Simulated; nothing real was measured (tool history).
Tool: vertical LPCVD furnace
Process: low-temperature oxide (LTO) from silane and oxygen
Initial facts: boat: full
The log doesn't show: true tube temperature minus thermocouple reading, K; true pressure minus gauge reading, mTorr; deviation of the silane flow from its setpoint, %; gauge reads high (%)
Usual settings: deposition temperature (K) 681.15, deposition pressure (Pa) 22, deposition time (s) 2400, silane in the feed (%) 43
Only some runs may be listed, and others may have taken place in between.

| run | hour | deposition temperature (K) | deposition pressure (Pa) | deposition time (s) | silane in the feed (%) | wafers since the last listed run | hours since the last temperature calibration | hours since the pressure gauge was zeroed | hours since the silane flow controller was replaced | hours since the gauge calibration | read-back reference wafer on the same gauge, thickness | film thickness on the monitor wafer in the middle of the boat (nm) |
|---|---|---|---|---|---|---|---|---|---|---|---|---|
| 1 | 0 | 681.15 | 22 | 2400 | 43 | 0 | 1796.2 | 3691.7 | 5588.2 | 474.2 | 278.11 | 317.42 |
| 2 | 96.3 | 681.15 | 22 | 2400 | 43 | 1537 | 1892.5 | 3788 | 5684.5 | 570.5 | 278.01 | 320.97 |
| 3 | 134.5 | 681.15 | 22 | 2400 | 43 | 609 | 1930.7 | 3826.2 | 5722.7 | 608.7 | 278.09 | 317.55 |
|  | 153.2 | gauge calibrated |
| 4 | 170.6 | 681.15 | 22 | 2400 | 45 | 576 | 1966.8 | 3862.3 | 5758.8 | 17.4 | 277.99 | 336.74 |
| 5 | 225.9 | 681.15 | 22 | 2400 | 45 | 882 | 2022.1 | 3917.6 | 5814.1 | 72.7 | 277.9 | 334.08 |
| 6 | 279.7 | 681.15 | 22 | 2400 | 43 | 859 | 2075.9 | 3971.4 | 5867.9 | 126.5 | 278.03 | 321.78 |
|  | 440.5 | pressure gauge zeroed |
| 7 | 495.6 | 681.15 | 22 | 2400 | 43 | 3064 | 2291.8 | 55.1 | 6083.8 | 342.4 | 277.92 | 316.78 |
| 8 | 566.8 | 681.15 | 22 | 2400 | 38 | 1136 | 2363 | 126.3 | 6155 | 413.6 | 277.81 | 276.58 |
| 9 | 593.4 | 681.15 | 22 | 2400 | 38 | 424 | 2389.6 | 152.9 | 6181.6 | 440.2 | 277.89 | 278.24 |
|  | 643.9 | silane flow controller replaced |
| 10 | 697.2 | 681.15 | 22 | 1770 | 43 | 1274 | 2493.4 | 256.7 | 53.3 | 544 | 278.23 | 236.52 |
|  | 758.9 | gauge calibrated |
| 11 | 849.5 | 681.15 | 16.7 | 1710 | 43 | 2431 | 2645.7 | 409 | 205.6 | 90.6 | 278.18 | 171.28 |
| 12 | 894.6 | 681.15 | 24 | 2400 | 37 | 720 | 2690.8 | 454.1 | 250.7 | 135.7 | 277.7 | 294.71 |
| 13 | 946.7 | 681.15 | 26.7 | 2400 | 46 | 831 | 2742.9 | 506.2 | 302.8 | 187.8 | 277.91 | 416.32 |
|  | 987.6 | thermocouples replaced and temperature profile calibrated |
| 14 | 1011 | 688.15 | 22 | 1890 | 43 | 643 | 23.4 | 570.5 | 367.1 | 252.1 | 278.17 | 259.11 |
| 15 | 1075.6 | 674.15 | 22 | 2400 | 40 | 1031 | 88 | 635.1 | 431.7 | 316.7 | 278.03 | 262.98 |
| 16 | 1132.1 | 673.15 | 24 | 2790 | 48 | 902 | 144.5 | 691.6 | 488.2 | 373.2 | 278.33 | 401.02 |
| 17 | 1192.7 | 681.15 | 22 | 2400 | 43 | 967 | 205.1 | 752.2 | 548.8 | 433.8 | 278.01 | 308.3 |
| 18 | 1258.8 | 681.15 | 22 | 2400 | 43 | 1055 | 271.2 | 818.3 | 614.9 | 499.9 | 278.14 | 308.72 |

Results for each run, recomputed without the tool's hidden state and with each run's random variation untouched:
| run | film thickness on the monitor wafer in the middle of the boat (nm) |
|---|---|
| 1 | 303.98 |
| 2 | 307.19 |
| 3 | 303.84 |
| 4 | 322.36 |
| 5 | 319.71 |
| 6 | 307.63 |
| 7 | 302.53 |
| 8 | 263.57 |
| 9 | 265.13 |
| 10 | 225.71 |
| 11 | 163.37 |
| 12 | 280.42 |
| 13 | 397.44 |
| 14 | 258.38 |
| 15 | 261.43 |
| 16 | 397.91 |
| 17 | 305.21 |
| 18 | 304.91 |
